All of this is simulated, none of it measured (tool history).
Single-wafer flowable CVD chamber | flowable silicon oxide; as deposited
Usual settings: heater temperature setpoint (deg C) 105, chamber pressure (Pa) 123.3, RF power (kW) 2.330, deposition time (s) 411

| run | hour | heater temperature setpoint (deg C) | chamber pressure (Pa) | RF power (kW) | deposition time (s) | wafers since the last listed run | hours since the last thermocouple change | hours since the last RF generator calibration | hours since the last manometer calibration | hours since the showerhead was replaced | hours since the gauge calibration | read-back reference wafer on the same gauge, thickness_nm | mean film thickness on the monitor wafer (angstrom) |
|---|---|---|---|---|---|---|---|---|---|---|---|---|---|
| 1 | 0.0 | 105 | 123.3 | 2.330 | 372 | 0 | 561.0 | 188.3 | 1896.3 | 6465.1 | 1751.6 | 287.992 | 2326.91 |
| 2 | 42.3 | 105 | 123.3 | 2.525 | 411 | 196 | 603.3 | 230.6 | 1938.6 | 6507.4 | 1793.9 | 287.995 | 2610.98 |
| 3 | 138.3 | 105 | 123.3 | 2.330 | 411 | 445 | 699.3 | 326.6 | 2034.6 | 6603.4 | 1889.9 | 288.073 | 2585.87 |
| 4 | 199.3 | 105 | 123.3 | 2.330 | 411 | 282 | 760.3 | 387.6 | 2095.6 | 6664.4 | 1950.9 | 287.960 | 2590.72 |
| 5 | 273.0 | 105 | 123.3 | 2.330 | 411 | 341 | 834.0 | 461.3 | 2169.3 | 6738.1 | 2024.6 | 287.808 | 2585.62 |
| 6 | 369.0 | 105 | 123.3 | 2.330 | 411 | 445 | 930.0 | 557.3 | 2265.3 | 6834.1 | 2120.6 | 288.001 | 2593.40 |
| 7 | 421.4 | 105 | 123.3 | 2.330 | 411 | 242 | 982.4 | 609.7 | 2317.7 | 6886.5 | 2173.0 | 287.953 | 2610.83 |
|  | 445.2 | gauge calibrated |
| 8 | 480.6 | 105 | 123.3 | 2.330 | 411 | 274 | 1041.6 | 668.9 | 2376.9 | 6945.7 | 35.4 | 287.940 | 2600.70 |
| 9 | 556.1 | 105 | 123.3 | 2.330 | 411 | 349 | 1117.1 | 744.4 | 2452.4 | 7021.2 | 110.9 | 288.008 | 2615.41 |
| 10 | 610.8 | 105 | 123.3 | 2.330 | 411 | 253 | 1171.8 | 799.1 | 2507.1 | 7075.9 | 165.6 | 287.985 | 2600.76 |
|  | 639.9 | showerhead replaced |
| 11 | 689.6 | 105 | 123.3 | 2.330 | 411 | 328 | 1250.6 | 877.9 | 2585.9 | 49.7 | 244.4 | 288.087 | 2623.98 |
|  | 721.0 | capacitance manometer re-zeroed and calibrated |
|  | 737.7 | thermocouple changed; heater temperature recalibrated |
| 12 | 833.9 | 105 | 123.3 | 2.330 | 411 | 594 | 96.2 | 1022.2 | 112.9 | 194.0 | 388.7 | 287.955 | 2372.08 |
| 13 | 893.3 | 109 | 108.8 | 2.330 | 411 | 275 | 155.6 | 1081.6 | 172.3 | 253.4 | 448.1 | 287.967 | 1826.03 |
| 14 | 951.4 | 105 | 109.2 | 2.330 | 411 | 269 | 213.7 | 1139.7 | 230.4 | 311.5 | 506.2 | 288.126 | 2143.95 |
| 15 | 989.2 | 112 | 98.8 | 2.110 | 451 | 175 | 251.5 | 1177.5 | 268.2 | 349.3 | 544.0 | 287.968 | 1643.96 |
| 16 | 1058.6 | 105 | 150.0 | 2.330 | 477 | 321 | 320.9 | 1246.9 | 337.6 | 418.7 | 613.4 | 288.004 | 3291.52 |
|  | 1067.9 | capacitance manometer re-zeroed and calibrated, repeated, since the last time left the tool worse |
| 17 | 1156.3 | 105 | 123.3 | 2.330 | 411 | 415 | 418.6 | 1344.6 | 88.4 | 516.4 | 711.1 | 288.032 | 2518.39 |
| 18 | 1195.6 | 105 | 123.3 | 2.330 | 411 | 182 | 457.9 | 1383.9 | 127.7 | 555.7 | 750.4 | 287.989 | 2532.64 |
| 19 | 1244.6 | 93 | 152.0 | 2.075 | 411 | 227 | 506.9 | 1432.9 | 176.7 | 604.7 | 799.4 | 288.018 | 4720.30 |
| 20 | 1302.2 | 93 | 123.3 | 2.330 | 376 | 267 | 564.5 | 1490.5 | 234.3 | 662.3 | 857.0 | 287.994 | 3632.79 |
|  | 1313.2 | RF generator calibrated |
| 21 | 1366.7 | 93 | 100.1 | 2.330 | 377 | 261 | 629.0 | 53.5 | 298.8 | 726.8 | 921.5 | 288.072 | 3059.31 |
| 22 | 1660.1 | 105 | 123.3 | 2.330 | 411 | 1360 | 922.4 | 346.9 | 592.2 | 1020.2 | 1214.9 | 288.027 | 2537.14 |
| 23 | 1733.8 | 105 | 123.3 | 2.330 | 411 | 341 | 996.1 | 420.6 | 665.9 | 1093.9 | 1288.6 | 288.061 | 2534.43 |
| 24 | 1803.6 | 105 | 144.3 | 2.130 | 381 | 323 | 1065.9 | 490.4 | 735.7 | 1163.7 | 1358.4 | 287.984 | 2679.80 |
| 25 | 1888.2 | 105 | 123.3 | 2.330 | 411 | 392 | 1150.5 | 575.0 | 820.3 | 1248.3 | 1443.0 | 288.045 | 2535.61 |
| 26 | 1947.3 | 105 | 143.1 | 2.715 | 411 | 273 | 1209.6 | 634.1 | 879.4 | 1307.4 | 1502.1 | 287.988 | 2958.28 |
| 27 | 2021.2 | 105 | 123.3 | 2.195 | 411 | 342 | 1283.5 | 708.0 | 953.3 | 1381.3 | 1576.0 | 288.109 | 2552.13 |

The tool's hidden state at each run:
wafer temperature above the value expected at the setpoint (K): 0 in every run
delivered RF power above the setpoint (%): 0 in every run
gauge reads high (%): 0 in every run
H1: true pressure above the setpoint (%)
| run | H1 |
|---|---|
| 1 | 3.05 |
| 2 | 3.12 |
| 3 | 3.28 |
| 4 | 3.38 |
| 5 | 3.5 |
| 6 | 3.66 |
| 7 | 3.74 |
| 8 | 3.84 |
| 9 | 3.96 |
| 10 | 4.05 |
| 11 | 4.18 |
| 12 | -6.35 |
| 13 | -6.25 |
| 14 | -6.16 |
| 15 | -6.1 |
| 16 | -5.98 |
| 17 | 0.393 |
| 18 | 0.457 |
| 19 | 0.537 |
| 20 | 0.632 |
| 21 | 0.738 |
| 22 | 1.22 |
| 23 | 1.34 |
| 24 | 1.45 |
| 25 | 1.59 |
| 26 | 1.69 |
| 27 | 1.81 |
